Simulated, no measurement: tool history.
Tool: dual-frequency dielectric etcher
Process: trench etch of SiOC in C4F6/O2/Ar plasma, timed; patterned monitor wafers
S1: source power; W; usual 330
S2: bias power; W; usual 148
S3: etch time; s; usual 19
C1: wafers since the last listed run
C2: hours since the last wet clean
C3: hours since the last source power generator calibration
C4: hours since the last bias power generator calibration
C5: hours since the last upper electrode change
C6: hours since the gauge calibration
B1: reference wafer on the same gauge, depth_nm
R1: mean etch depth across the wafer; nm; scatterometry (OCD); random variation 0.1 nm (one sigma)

run 1 hour=0 | S1=300 S2=148 S3=19 | C1=0 C2=373.4 C3=1954.3 C4=3618.4 C5=2875.2 C6=278.8 | B1=34.76 | R1=34.29
run 2 hour=72.3 | S1=300 S2=148 S3=19 | C1=1277 C2=445.7 C3=2026.6 C4=3690.7 C5=2947.5 C6=351.1 | B1=34.82 | R1=34.39
run 3 hour=168.4 | S1=300 S2=148 S3=19 | C1=1697 C2=541.8 C3=2122.7 C4=3786.8 C5=3043.6 C6=447.2 | B1=34.79 | R1=34.38
run 4 hour=252.4 | S1=330 S2=159 S3=19 | C1=1483 C2=625.8 C3=2206.7 C4=3870.8 C5=3127.6 C6=531.2 | B1=34.82 | R1=36.16
-- hour=297 wet clean of the chamber
run 5 hour=299 | S1=330 S2=148 S3=19 | C1=399 C2=2 C3=2253.3 C4=3917.4 C5=3174.2 C6=577.8 | B1=34.83 | R1=35.37
run 6 hour=403.1 | S1=280 S2=148 S3=19 | C1=1838 C2=106.1 C3=2357.4 C4=4021.5 C5=3278.3 C6=681.9 | B1=34.82 | R1=33.84
-- hour=429.2 gauge calibrated
run 7 hour=526.2 | S1=280 S2=148 S3=19 | C1=2174 C2=229.2 C3=2480.5 C4=4144.6 C5=3401.4 C6=97 | B1=34.82 | R1=33.76
run 8 hour=622.2 | S1=330 S2=148 S3=19 | C1=1695 C2=325.2 C3=2576.5 C4=4240.6 C5=3497.4 C6=193 | B1=34.8 | R1=35.22
run 9 hour=681.7 | S1=330 S2=148 S3=19 | C1=1050 C2=384.7 C3=2636 C4=4300.1 C5=3556.9 C6=252.5 | B1=34.8 | R1=35.3
run 10 hour=758.3 | S1=360 S2=148 S3=23 | C1=1352 C2=461.3 C3=2712.6 C4=4376.7 C5=3633.5 C6=329.1 | B1=34.79 | R1=44.1
run 11 hour=862.7 | S1=330 S2=148 S3=19 | C1=1843 C2=565.7 C3=2817 C4=4481.1 C5=3737.9 C6=433.5 | B1=34.81 | R1=35.35
run 12 hour=913.8 | S1=270 S2=175 S3=22 | C1=902 C2=616.8 C3=2868.1 C4=4532.2 C5=3789 C6=484.6 | B1=34.75 | R1=40.94
-- hour=921.2 source power generator calibrated
run 13 hour=968.8 | S1=330 S2=148 S3=22.5 | C1=900 C2=671.8 C3=47.6 C4=4587.2 C5=3844 C6=539.6 | B1=34.75 | R1=41.85
-- hour=1034.7 wet clean of the chamber
run 14 hour=1049.9 | S1=250 S2=121 S3=14.5 | C1=1008 C2=15.2 C3=128.7 C4=4668.3 C5=3925.1 C6=620.7 | B1=34.78 | R1=23.32
-- hour=1079.2 upper electrode replaced
-- hour=1112.9 gauge calibrated
-- hour=1139.6 bias power generator calibrated
run 15 hour=1272.3 | S1=260 S2=125 S3=19 | C1=3433 C2=237.6 C3=351.1 C4=132.7 C5=193.1 C6=159.4 | B1=34.81 | R1=31.24
run 16 hour=1410.3 | S1=260 S2=168 S3=20.5 | C1=2437 C2=375.6 C3=489.1 C4=270.7 C5=331.1 C6=297.4 | B1=34.8 | R1=37.14
run 17 hour=1492.5 | S1=390 S2=113 S3=17 | C1=1451 C2=457.8 C3=571.3 C4=352.9 C5=413.3 C6=379.6 | B1=34.81 | R1=30.62

3 ways to go on from here, each from the tool as it stands after run 17. What would each give?
run A hour=1492.9 | S1=330 S2=129 S3=19 | C1=7 C2=458.2 C3=571.7 C4=353.3 C5=413.7 C6=380 | B1=? | R1=?
run B hour=1492.9 | S1=300 S2=172 S3=16 | C1=7 C2=458.2 C3=571.7 C4=353.3 C5=413.7 C6=380 | B1=? | R1=?
run C hour=1492.9 | S1=280 S2=148 S3=17.5 | C1=7 C2=458.2 C3=571.7 C4=353.3 C5=413.7 C6=380 | B1=? | R1=?

run=A B1=34.8 R1=33.83
run=B B1=34.8 R1=30.41
run=C B1=34.8 R1=31.03
Without the tool's hidden state the same runs would have given:
run=A R1=33.83
run=B R1=30.41
run=C R1=31.03

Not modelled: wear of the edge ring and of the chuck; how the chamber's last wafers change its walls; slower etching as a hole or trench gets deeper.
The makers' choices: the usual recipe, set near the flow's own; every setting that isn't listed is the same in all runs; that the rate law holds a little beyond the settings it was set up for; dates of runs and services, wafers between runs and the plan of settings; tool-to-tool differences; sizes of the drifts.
